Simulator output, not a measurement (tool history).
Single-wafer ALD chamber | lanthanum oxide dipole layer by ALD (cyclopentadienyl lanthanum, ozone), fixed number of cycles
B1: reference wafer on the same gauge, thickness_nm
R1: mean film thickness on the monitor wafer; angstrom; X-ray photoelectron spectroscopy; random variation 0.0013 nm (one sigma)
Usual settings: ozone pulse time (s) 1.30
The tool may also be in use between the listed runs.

Run 1, hour 0.0: usual settings; B1 0.597. Result: R1 4.94 angstrom.
Run 2, hour 7.1: usual settings but ozone pulse time (s) 1.12; B1 0.597. Result: R1 4.79 angstrom.
Run 3, hour 15.8: usual settings but ozone pulse time (s) 1.68; B1 0.597. Result: R1 5.15 angstrom.
Run 4, hour 25.6: usual settings; B1 0.597. Result: R1 4.93 angstrom.
Run 5, hour 41.7: usual settings; B1 0.597. Result: R1 4.92 angstrom.
Run 6, hour 52.8: usual settings; B1 0.596. Result: R1 4.90 angstrom.
Run 7, hour 65.1: usual settings; B1 0.597. Result: R1 4.93 angstrom.
Run 8, hour 71.6: usual settings but ozone pulse time (s) 1.70; B1 0.597. Result: R1 5.12 angstrom.
Run 9, hour 83.5: usual settings but ozone pulse time (s) 1.70; B1 0.598. Result: R1 5.13 angstrom.
Run 10, hour 100.8: usual settings; B1 0.596. Result: R1 4.90 angstrom.
Run 11, hour 107.0: usual settings; B1 0.598. Result: R1 4.90 angstrom.
Run 12, hour 115.8: usual settings; B1 0.597. Result: R1 4.91 angstrom.
Run 13, hour 129.2: usual settings; B1 0.597. Result: R1 4.91 angstrom.
Run 14, hour 139.8: usual settings but ozone pulse time (s) 0.98; B1 0.597. Result: R1 4.65 angstrom.
Run 15, hour 152.0: usual settings; B1 0.598. Result: R1 4.86 angstrom.
Run 16, hour 194.2: usual settings but ozone pulse time (s) 1.59; B1 0.597. Result: R1 5.02 angstrom.
At hour 203.3: showerhead replaced.
Run 17, hour 210.3: usual settings but ozone pulse time (s) 0.89; B1 0.597. Result: R1 4.51 angstrom.
Run 18, hour 227.6: usual settings but ozone pulse time (s) 1.17; B1 0.596. Result: R1 4.77 angstrom.
At hour 238.8: gauge calibrated.
At hour 248.3: thermocouple changed; heater temperature recalibrated.
Run 19, hour 248.8: usual settings but ozone pulse time (s) 1.49; B1 0.598. Result: R1 4.99 angstrom.
Run 20, hour 251.3: usual settings but ozone pulse time (s) 1.73; B1 0.597. Result: R1 5.07 angstrom.
Run 21, hour 293.5: usual settings; B1 0.597. Result: R1 4.85 angstrom.
Run 22, hour 311.0: usual settings; B1 0.598. Result: R1 4.84 angstrom.
At hour 347.8: ozone generator serviced.
Run 23, hour 357.0: usual settings but ozone pulse time (s) 0.79; B1 0.597. Result: R1 4.78 angstrom.
Run 24, hour 372.2: usual settings; B1 0.598. Result: R1 5.11 angstrom.
Run 25, hour 379.6: usual settings but ozone pulse time (s) 0.86; B1 0.597. Result: R1 4.82 angstrom.
Run 26, hour 393.3: usual settings but ozone pulse time (s) 1.47; B1 0.597. Result: R1 5.22 angstrom.
Run 27, hour 399.7: usual settings but ozone pulse time (s) 0.81; B1 0.597. Result: R1 4.77 angstrom.
Run 28, hour 408.2: usual settings but ozone pulse time (s) 1.46; B1 0.597. Result: R1 5.22 angstrom.
Run 29, hour 423.5: usual settings but ozone pulse time (s) 0.83; B1 0.596. Result: R1 4.80 angstrom.
Run 30, hour 433.4: usual settings but ozone pulse time (s) 1.50; B1 0.597. Result: R1 5.22 angstrom.
Run 31, hour 440.1: usual settings but ozone pulse time (s) 1.11; B1 0.597. Result: R1 5.01 angstrom.
Run 32, hour 446.9: usual settings but ozone pulse time (s) 1.61; B1 0.597. Result: R1 5.24 angstrom.
Run 33, hour 458.8: usual settings; B1 0.597. Result: R1 5.13 angstrom.
Run 34, hour 472.5: usual settings but ozone pulse time (s) 0.93; B1 0.597. Result: R1 4.89 angstrom.

Forecast each of these 4 alternatives for the next run:
Run A, hour 472.9: usual settings; B1 ?. Result: R1 ?.
Run B, hour 472.9: usual settings but ozone pulse time (s) 1.81; B1 ?. Result: R1 ?.
Run C, hour 472.9: usual settings but ozone pulse time (s) 0.88; B1 ?. Result: R1 ?.
Run D, hour 472.9: usual settings but ozone pulse time (s) 1.05; B1 ?. Result: R1 ?.

run     B1    R1
  A  0.598  5.14
  B  0.598  5.33
  C  0.598  4.86
  D  0.598  4.99
Without the tool's hidden state the same runs would have given:
run    R1
  A  5.15
  B  5.34
  C  4.88
  D  5.01

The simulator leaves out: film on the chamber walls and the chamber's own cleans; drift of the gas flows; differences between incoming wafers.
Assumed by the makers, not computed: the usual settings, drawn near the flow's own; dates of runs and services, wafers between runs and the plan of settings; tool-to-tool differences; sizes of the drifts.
